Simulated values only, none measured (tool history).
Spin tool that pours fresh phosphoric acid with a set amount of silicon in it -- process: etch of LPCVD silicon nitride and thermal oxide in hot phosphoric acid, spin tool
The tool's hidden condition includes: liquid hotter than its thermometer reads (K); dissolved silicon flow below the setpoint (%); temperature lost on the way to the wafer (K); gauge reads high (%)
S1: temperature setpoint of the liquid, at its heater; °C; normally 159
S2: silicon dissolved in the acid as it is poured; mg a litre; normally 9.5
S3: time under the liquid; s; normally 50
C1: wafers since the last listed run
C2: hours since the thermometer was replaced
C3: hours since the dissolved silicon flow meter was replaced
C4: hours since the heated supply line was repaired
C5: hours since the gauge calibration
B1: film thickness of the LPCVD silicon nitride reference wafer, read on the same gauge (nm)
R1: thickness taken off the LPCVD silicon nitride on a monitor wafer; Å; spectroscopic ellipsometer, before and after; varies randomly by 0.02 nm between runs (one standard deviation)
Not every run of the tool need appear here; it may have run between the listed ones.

run 1 hour=0 | S1=157 S2=9.5 S3=50 | C1=0 C2=2039.4 C3=1102.2 C4=2171.4 C5=193.6 | B1=29.989 | R1=33.3
run 2 hour=50.6 | S1=157 S2=9.5 S3=50 | C1=890 C2=2090 C3=1152.8 C4=2222 C5=244.2 | B1=29.995 | R1=33.5
run 3 hour=56.8 | S1=160 S2=4 S3=50 | C1=109 C2=2096.2 C3=1159 C4=2228.2 C5=250.4 | B1=30.019 | R1=38.03
run 4 hour=70.2 | S1=160 S2=4 S3=50 | C1=235 C2=2109.6 C3=1172.4 C4=2241.6 C5=263.8 | B1=30.004 | R1=38.29
run 5 hour=85.5 | S1=159 S2=14.5 S3=50 | C1=269 C2=2124.9 C3=1187.7 C4=2256.9 C5=279.1 | B1=29.984 | R1=36.52
-- hour=92.6 thermometer replaced
run 6 hour=99.2 | S1=159.5 S2=9.5 S3=50 | C1=223 C2=6.6 C3=1201.4 C4=2270.6 C5=292.8 | B1=29.98 | R1=37.35
run 7 hour=112.4 | S1=157.5 S2=9.5 S3=50 | C1=232 C2=19.8 C3=1214.6 C4=2283.8 C5=306 | B1=30.012 | R1=34.08
run 8 hour=127.3 | S1=157.5 S2=9.5 S3=50 | C1=262 C2=34.7 C3=1229.5 C4=2298.7 C5=320.9 | B1=29.978 | R1=33.66
-- hour=166.6 heated supply line repaired
run 9 hour=180.3 | S1=159 S2=9.5 S3=50 | C1=915 C2=87.7 C3=1282.5 C4=13.7 C5=373.9 | B1=29.999 | R1=41.92
run 10 hour=188 | S1=157 S2=17 S3=40 | C1=135 C2=95.4 C3=1290.2 C4=21.4 C5=381.6 | B1=29.997 | R1=31.61
-- hour=191.7 gauge calibrated
run 11 hour=201.1 | S1=160.5 S2=12.5 S3=60 | C1=230 C2=108.5 C3=1303.3 C4=34.5 C5=9.4 | B1=30.015 | R1=52.91
-- hour=203.7 dissolved silicon flow meter replaced
run 12 hour=217.8 | S1=159 S2=9.5 S3=50 | C1=276 C2=125.2 C3=14.1 C4=51.2 C5=26.1 | B1=29.967 | R1=41.84
run 13 hour=227.5 | S1=159 S2=3 S3=50 | C1=170 C2=134.9 C3=23.8 C4=60.9 C5=35.8 | B1=30.012 | R1=41.63
run 14 hour=238.3 | S1=161 S2=13.5 S3=75 | C1=190 C2=145.7 C3=34.6 C4=71.7 C5=46.6 | B1=29.967 | R1=66.88
run 15 hour=256.2 | S1=159 S2=9.5 S3=50 | C1=315 C2=163.6 C3=52.5 C4=89.6 C5=64.5 | B1=29.996 | R1=42.27
run 16 hour=267.5 | S1=161.5 S2=5 S3=35 | C1=198 C2=174.9 C3=63.8 C4=100.9 C5=75.8 | B1=30.03 | R1=31.94
run 17 hour=278.9 | S1=159 S2=9.5 S3=60 | C1=200 C2=186.3 C3=75.2 C4=112.3 C5=87.2 | B1=29.956 | R1=49.97
run 18 hour=291.7 | S1=158 S2=3 S3=35 | C1=225 C2=199.1 C3=88 C4=125.1 C5=100 | B1=30.01 | R1=28.21
run 19 hour=300.5 | S1=159 S2=13 S3=70 | C1=154 C2=207.9 C3=96.8 C4=133.9 C5=108.8 | B1=30.021 | R1=58.4
run 20 hour=307.8 | S1=159 S2=9.5 S3=50 | C1=128 C2=215.2 C3=104.1 C4=141.2 C5=116.1 | B1=29.994 | R1=41.79
run 21 hour=314.1 | S1=160.5 S2=15.5 S3=50 | C1=110 C2=221.5 C3=110.4 C4=147.5 C5=122.4 | B1=29.963 | R1=43.96

Below, some changes in R1 between adjacent runs. For each, the amount present without the hidden state too (settings, incoming material, random variation) and the amount remaining for the hidden state with gauge scatter not shared by both compared results:
Run 2 -> 3: S1 157 -> 160, S2 9.5 -> 4. R1 +4.53 Å: hidden state +0.7, all else +3.83.
Run 8 -> 9: S1 157.5 -> 159, heated supply line repaired. R1 +8.26 Å: hidden state +5.96, all else +2.3.
Run 13 -> 14: S1 159 -> 161, S2 3 -> 13.5, S3 50 -> 75. R1 +25.25 Å: hidden state -0.38, all else +25.63.
Run 18 -> 19: S1 158 -> 159, S2 3 -> 13, S3 35 -> 70. R1 +30.19 Å: hidden state -0.54, all else +30.73.

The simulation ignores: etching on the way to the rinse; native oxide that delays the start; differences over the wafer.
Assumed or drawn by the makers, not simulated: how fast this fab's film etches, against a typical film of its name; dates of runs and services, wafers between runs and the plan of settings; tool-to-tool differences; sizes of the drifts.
